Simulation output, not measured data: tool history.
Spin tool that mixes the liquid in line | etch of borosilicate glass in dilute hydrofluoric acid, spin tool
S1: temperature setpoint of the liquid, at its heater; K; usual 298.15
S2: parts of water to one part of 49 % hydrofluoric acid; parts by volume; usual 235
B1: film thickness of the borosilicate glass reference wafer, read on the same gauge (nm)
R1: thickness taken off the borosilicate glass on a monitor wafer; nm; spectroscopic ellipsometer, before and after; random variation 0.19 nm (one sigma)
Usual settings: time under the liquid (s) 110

run 1 hour=0.0 | S1=298.15 S2=235 time_under_the_liquid_(s)=110 | B1=100.01 | R1=23.23
run 2 hour=63.7 | S1=298.15 S2=235 time_under_the_liquid_(s)=110 | B1=100.01 | R1=22.77
run 3 hour=90.6 | S1=298.15 S2=235 time_under_the_liquid_(s)=110 | B1=100.02 | R1=22.59
run 4 hour=160.9 | S1=298.15 S2=235 time_under_the_liquid_(s)=110 | B1=100.00 | R1=22.64
run 5 hour=191.4 | S1=300.65 S2=235 time_under_the_liquid_(s)=155 | B1=100.00 | R1=34.41
run 6 hour=233.8 | S1=300.65 S2=235 time_under_the_liquid_(s)=155 | B1=99.99 | R1=35.01
run 7 hour=286.2 | S1=300.65 S2=235 time_under_the_liquid_(s)=155 | B1=100.01 | R1=34.60
run 8 hour=350.5 | S1=298.15 S2=235 time_under_the_liquid_(s)=110 | B1=100.01 | R1=22.95
run 9 hour=398.1 | S1=298.15 S2=235 time_under_the_liquid_(s)=110 | B1=99.98 | R1=23.25
run 10 hour=425.1 | S1=300.15 S2=235 time_under_the_liquid_(s)=110 | B1=99.99 | R1=24.54
run 11 hour=476.8 | S1=296.65 S2=275 time_under_the_liquid_(s)=90 | B1=100.02 | R1=14.60
-- hour=502.5 thermometer replaced
run 12 hour=512.0 | S1=300.65 S2=135 time_under_the_liquid_(s)=110 | B1=99.99 | R1=47.53
-- hour=576.0 hydrofluoric acid flow meter replaced
run 13 hour=582.6 | S1=296.15 S2=160 time_under_the_liquid_(s)=60 | B1=99.98 | R1=18.90
run 14 hour=627.6 | S1=299.65 S2=235 time_under_the_liquid_(s)=75 | B1=100.00 | R1=16.85
-- hour=696.2 gauge calibrated
run 15 hour=796.6 | S1=298.15 S2=235 time_under_the_liquid_(s)=110 | B1=100.01 | R1=23.13
run 16 hour=865.8 | S1=298.15 S2=235 time_under_the_liquid_(s)=110 | B1=100.02 | R1=23.39
run 17 hour=922.5 | S1=294.65 S2=125 time_under_the_liquid_(s)=45 | B1=99.98 | R1=17.94
run 18 hour=965.8 | S1=299.65 S2=235 time_under_the_liquid_(s)=80 | B1=99.99 | R1=17.97
run 19 hour=1031.7 | S1=294.15 S2=235 time_under_the_liquid_(s)=70 | B1=100.02 | R1=12.74
run 20 hour=1071.0 | S1=298.15 S2=235 time_under_the_liquid_(s)=145 | B1=100.00 | R1=30.49
run 21 hour=1121.6 | S1=293.65 S2=200 time_under_the_liquid_(s)=80 | B1=99.97 | R1=17.79
-- hour=1174.7 thermometer replaced
run 22 hour=1192.7 | S1=298.15 S2=235 time_under_the_liquid_(s)=160 | B1=99.95 | R1=32.90
run 23 hour=1216.8 | S1=301.15 S2=235 time_under_the_liquid_(s)=110 | B1=100.01 | R1=25.12
run 24 hour=1288.7 | S1=298.15 S2=200 time_under_the_liquid_(s)=155 | B1=99.98 | R1=38.83
run 25 hour=1358.7 | S1=296.15 S2=325 time_under_the_liquid_(s)=80 | B1=99.97 | R1=10.04
run 26 hour=1424.2 | S1=298.15 S2=335 time_under_the_liquid_(s)=85 | B1=99.97 | R1=10.76
run 27 hour=1464.7 | S1=298.15 S2=235 time_under_the_liquid_(s)=110 | B1=99.99 | R1=22.25
-- hour=1511.7 hydrofluoric acid flow meter replaced
run 28 hour=1524.1 | S1=301.65 S2=135 time_under_the_liquid_(s)=130 | B1=99.97 | R1=61.14
run 29 hour=1576.5 | S1=298.15 S2=235 time_under_the_liquid_(s)=110 | B1=99.95 | R1=23.90
run 30 hour=1648.2 | S1=300.15 S2=235 time_under_the_liquid_(s)=110 | B1=100.00 | R1=25.25
run 31 hour=1689.1 | S1=298.15 S2=320 time_under_the_liquid_(s)=140 | B1=99.98 | R1=20.46
-- hour=1699.9 thermometer replaced
run 32 hour=1727.3 | S1=302.15 S2=135 time_under_the_liquid_(s)=160 | B1=99.99 | R1=74.92
run 33 hour=1788.6 | S1=295.15 S2=200 time_under_the_liquid_(s)=55 | B1=100.01 | R1=12.34
run 34 hour=1852.1 | S1=301.15 S2=280 time_under_the_liquid_(s)=110 | B1=99.98 | R1=20.16

The tool's hidden state at each run:
gauge reads high (%): 0 in every run
H1: liquid hotter than its thermometer reads (K)
H2: hydrofluoric acid flow below the setpoint (%)
run=1 H1=0.223 H2=1.83
run=2 H1=0.342 H2=2.12
run=3 H1=0.392 H2=2.25
run=4 H1=0.524 H2=2.58
run=5 H1=0.581 H2=2.72
run=6 H1=0.66 H2=2.92
run=7 H1=0.758 H2=3.16
run=8 H1=0.879 H2=3.46
run=9 H1=0.968 H2=3.69
run=10 H1=1.02 H2=3.81
run=11 H1=1.11 H2=4.05
run=12 H1=0.0669 H2=4.22
run=13 H1=0.199 H2=0.126
run=14 H1=0.283 H2=0.337
run=15 H1=0.6 H2=1.13
run=16 H1=0.729 H2=1.45
run=17 H1=0.835 H2=1.72
run=18 H1=0.916 H2=1.92
run=19 H1=1.04 H2=2.23
run=20 H1=1.11 H2=2.41
run=21 H1=1.21 H2=2.65
run=22 H1=0.0574 H2=2.98
run=23 H1=0.103 H2=3.09
run=24 H1=0.237 H2=3.43
run=25 H1=0.368 H2=3.75
run=26 H1=0.491 H2=4.06
run=27 H1=0.566 H2=4.25
run=28 H1=0.678 H2=0.391
run=29 H1=0.776 H2=0.636
run=30 H1=0.91 H2=0.971
run=31 H1=0.986 H2=1.16
run=32 H1=0.0928 H2=1.34
run=33 H1=0.208 H2=1.63
run=34 H1=0.326 H2=1.92

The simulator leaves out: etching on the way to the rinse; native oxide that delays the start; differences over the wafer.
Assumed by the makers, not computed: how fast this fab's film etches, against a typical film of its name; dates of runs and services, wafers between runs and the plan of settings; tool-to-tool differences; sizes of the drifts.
